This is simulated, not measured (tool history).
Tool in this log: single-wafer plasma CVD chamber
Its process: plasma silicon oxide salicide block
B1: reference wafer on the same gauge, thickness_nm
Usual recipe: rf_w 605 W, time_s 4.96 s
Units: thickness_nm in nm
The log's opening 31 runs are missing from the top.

run 32 hour=786.9 | rf_w=605 time_s=5.23 | B1=48.436 | thickness_nm=53.723
-- hour=814.8 gauge calibrated
run 33 hour=816.4 | rf_w=605 time_s=4.96 | B1=48.496 | thickness_nm=50.653
run 34 hour=835.3 | rf_w=705 time_s=4.23 | B1=48.549 | thickness_nm=45.162
run 35 hour=937.4 | rf_w=605 time_s=4.28 | B1=48.347 | thickness_nm=43.549
run 36 hour=962.1 | rf_w=605 time_s=4.96 | B1=48.337 | thickness_nm=50.961
run 37 hour=975.1 | rf_w=565 time_s=5.86 | B1=48.404 | thickness_nm=58.509
run 38 hour=988.3 | rf_w=605 time_s=4.7 | B1=48.383 | thickness_nm=47.642
run 39 hour=1019.3 | rf_w=535 time_s=5.68 | B1=48.429 | thickness_nm=55.899
run 40 hour=1037.4 | rf_w=505 time_s=4.22 | B1=48.479 | thickness_nm=40.733
run 41 hour=1073.2 | rf_w=720 time_s=5.35 | B1=48.417 | thickness_nm=57.915
run 42 hour=1106.4 | rf_w=605 time_s=4.96 | B1=48.521 | thickness_nm=50.514
run 43 hour=1137.9 | rf_w=660 time_s=4.18 | B1=48.402 | thickness_nm=43.678
run 44 hour=1170.6 | rf_w=560 time_s=5.32 | B1=48.488 | thickness_nm=52.692

4 options for the next run, each taken on its own from the tool as it stands now. Forecast them:
run A hour=1171 | rf_w=605 time_s=4.96 | B1=? | thickness_nm=?
run B hour=1171 | rf_w=560 time_s=4.96 | B1=? | thickness_nm=?
run C hour=1171 | rf_w=560 time_s=4.39 | B1=? | thickness_nm=?
run D hour=1171 | rf_w=665 time_s=4.65 | B1=? | thickness_nm=?

run=A B1=48.401 thickness_nm=50.427
run=B B1=48.401 thickness_nm=49.215
run=C B1=48.401 thickness_nm=43.559
run=D B1=48.401 thickness_nm=48.698
With no hidden state in the tool, these same runs would have given:
run=A thickness_nm=51.439
run=B thickness_nm=50.203
run=C thickness_nm=44.433
run=D thickness_nm=49.676
